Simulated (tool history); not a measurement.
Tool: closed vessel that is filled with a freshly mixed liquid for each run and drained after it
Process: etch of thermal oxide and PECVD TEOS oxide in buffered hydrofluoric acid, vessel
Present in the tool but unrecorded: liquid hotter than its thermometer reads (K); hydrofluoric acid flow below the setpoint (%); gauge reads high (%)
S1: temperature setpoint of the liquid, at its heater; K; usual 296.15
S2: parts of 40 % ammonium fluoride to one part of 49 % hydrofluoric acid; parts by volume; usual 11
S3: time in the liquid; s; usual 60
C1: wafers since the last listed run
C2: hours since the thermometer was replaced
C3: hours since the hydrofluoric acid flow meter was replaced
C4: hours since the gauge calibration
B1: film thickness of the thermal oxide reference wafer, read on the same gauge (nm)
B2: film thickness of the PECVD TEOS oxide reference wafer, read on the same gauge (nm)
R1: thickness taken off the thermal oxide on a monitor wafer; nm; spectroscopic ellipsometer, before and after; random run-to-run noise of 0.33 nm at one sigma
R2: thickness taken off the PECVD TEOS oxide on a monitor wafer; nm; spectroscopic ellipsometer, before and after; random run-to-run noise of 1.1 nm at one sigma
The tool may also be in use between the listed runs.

run 1 day=0 | S1=296.15 S2=11 S3=60 | C1=0 C2=2742.1 C3=1350.6 C4=576.7 | B1=30.02 B2=120 | R1=55.5 R2=139.33
run 2 day=2.85 | S1=296.15 S2=11 S3=35 | C1=8278 C2=2810.5 C3=1419 C4=645.1 | B1=30.01 B2=120 | R1=32.22 R2=81.24
run 3 day=5.392 | S1=296.15 S2=11 S3=35 | C1=7382 C2=2871.5 C3=1480 C4=706.1 | B1=29.97 B2=119.99 | R1=32.5 R2=79.52
run 4 day=6.667 | S1=296.15 S2=11 S3=35 | C1=3703 C2=2902.1 C3=1510.6 C4=736.7 | B1=30.03 B2=119.99 | R1=32.53 R2=81.82
run 5 day=8.458 | S1=296.15 S2=11 S3=60 | C1=5204 C2=2945.1 C3=1553.6 C4=779.7 | B1=29.95 B2=120 | R1=54.72 R2=140.39
run 6 day=10.488 | S1=296.15 S2=11 S3=60 | C1=5893 C2=2993.8 C3=1602.3 C4=828.4 | B1=30 B2=120 | R1=55.28 R2=139.31
-- day=12.538 gauge calibrated
-- day=12.892 thermometer replaced
run 7 day=13.154 | S1=296.15 S2=11 S3=60 | C1=7624 C2=6.3 C3=1666.3 C4=14.8 | B1=30.05 B2=120 | R1=54.95 R2=137.74
run 8 day=15.308 | S1=296.15 S2=11 S3=60 | C1=6256 C2=58 C3=1718 C4=66.5 | B1=30.02 B2=119.97 | R1=54.51 R2=136.52
run 9 day=18.242 | S1=296.15 S2=14 S3=40 | C1=8520 C2=128.4 C3=1788.4 C4=136.9 | B1=29.97 B2=119.98 | R1=28.39 R2=71.42
run 10 day=19.767 | S1=296.15 S2=8 S3=85 | C1=4429 C2=165 C3=1825 C4=173.5 | B1=30.01 B2=119.97 | R1=101.55 R2=257.34
run 11 day=21.396 | S1=296.15 S2=11 S3=60 | C1=4732 C2=204.1 C3=1864.1 C4=212.6 | B1=30 B2=119.99 | R1=54.29 R2=137.08
run 12 day=22.662 | S1=299.65 S2=14 S3=35 | C1=3679 C2=234.5 C3=1894.5 C4=243 | B1=29.96 B2=119.99 | R1=30.58 R2=75.96
run 13 day=24.867 | S1=292.65 S2=7.5 S3=45 | C1=6402 C2=287.4 C3=1947.4 C4=295.9 | B1=29.97 B2=119.99 | R1=47.22 R2=119.64

Run 14 is up next; what results do you expect?
run 14 day=25.933 | S1=296.15 S2=11 S3=80 | C1=3098 C2=313 C3=1973 C4=321.5 | B1=? B2=? | R1=? R2=?

B1: 30.03
B2: 120
R1: 72.1 nm
R2: 181.01 nm
Minus the tool's unlogged condition, the same run would have read R1 79.04 nm, R2 198.45 nm.
